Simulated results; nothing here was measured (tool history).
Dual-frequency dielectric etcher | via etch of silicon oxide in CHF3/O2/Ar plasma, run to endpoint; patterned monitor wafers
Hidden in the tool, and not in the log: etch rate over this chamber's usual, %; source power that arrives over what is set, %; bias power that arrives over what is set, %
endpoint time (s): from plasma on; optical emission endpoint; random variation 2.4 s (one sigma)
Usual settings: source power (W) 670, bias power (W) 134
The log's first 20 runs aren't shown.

run     day  source power (W)  bias power (W)  wafers since the last listed run  hours since the last wet clean  hours since the last source power generator calibration  hours since the last bias power generator calibration  hours since the last upper electrode change  incoming incoming film thickness, nm  endpoint time (s)
 21  43.579               670             100                               333                           379.7                                                    219.7                                                    568                                       3560.4                                 551.2              333.7
 22  49.325               670             134                               714                           517.6                                                    357.6                                                  705.9                                       3698.3                                 551.2              317.2
 23  50.758               670             118                               178                             552                                                      392                                                  740.3                                       3732.7                                 552.9                328
     52.392  -- upper electrode replaced
     52.417  -- wet clean of the chamber
 24  52.504               670             134                                89                             2.1                                                    433.9                                                  782.2                                          2.7                                 550.4              302.2
 25  54.071               670             157                               194                            39.7                                                    471.5                                                  819.8                                         40.3                                 549.3              291.7
 26  56.929               510             107                               355                           108.3                                                    540.1                                                  888.4                                        108.9                                   553              365.3
 27  58.762               670             134                               227                           152.3                                                    584.1                                                  932.4                                        152.9                                 552.5              307.8
 28  60.962               670             134                               273                           205.1                                                    636.9                                                  985.2                                        205.7                                 546.5                307
 29  62.738               600             151                               220                           247.7                                                    679.5                                                 1027.8                                        248.3                                 549.4              311.8
 30  65.071               670             146                               290                           303.7                                                    735.5                                                 1083.8                                        304.3                                 547.5              296.9
 31  66.892               600             103                               226                           347.4                                                    779.2                                                 1127.5                                          348                                 549.5              348.8
 32  68.021               500             156                               140                           374.5                                                    806.3                                                 1154.6                                        375.1                                 552.1              343.5
 33  69.329               670             134                               162                           405.9                                                    837.7                                                   1186                                        406.5                                 551.4              308.4
 34  72.025               530             117                               335                           470.6                                                    902.4                                                 1250.7                                        471.2                                 555.3              366.7
 35  73.333               670             134                               162                             502                                                    933.8                                                 1282.1                                        502.6                                 551.7              323.7

Forecast each of these 4 alternatives for the next run:
  A  73.354               670             134                                 2                           502.5                                                    934.3                                                 1282.6                                        503.1                                 550.5                  ?
  B  73.354               670             106                                 2                           502.5                                                    934.3                                                 1282.6                                        503.1                                 550.5                  ?
  C  73.354               610             160                                 2                           502.5                                                    934.3                                                 1282.6                                        503.1                                 550.5                  ?
  D  73.354               610             158                                 2                           502.5                                                    934.3                                                 1282.6                                        503.1                                 550.5                  ?

run  endpoint time (s)
  A              322.3
  B              340.6
  C              320.8
  D              321.9
Without the tool's hidden state the same runs would have given:
run  endpoint time (s)
  A              304.9
  B              322.3
  C              303.5
  D              304.5

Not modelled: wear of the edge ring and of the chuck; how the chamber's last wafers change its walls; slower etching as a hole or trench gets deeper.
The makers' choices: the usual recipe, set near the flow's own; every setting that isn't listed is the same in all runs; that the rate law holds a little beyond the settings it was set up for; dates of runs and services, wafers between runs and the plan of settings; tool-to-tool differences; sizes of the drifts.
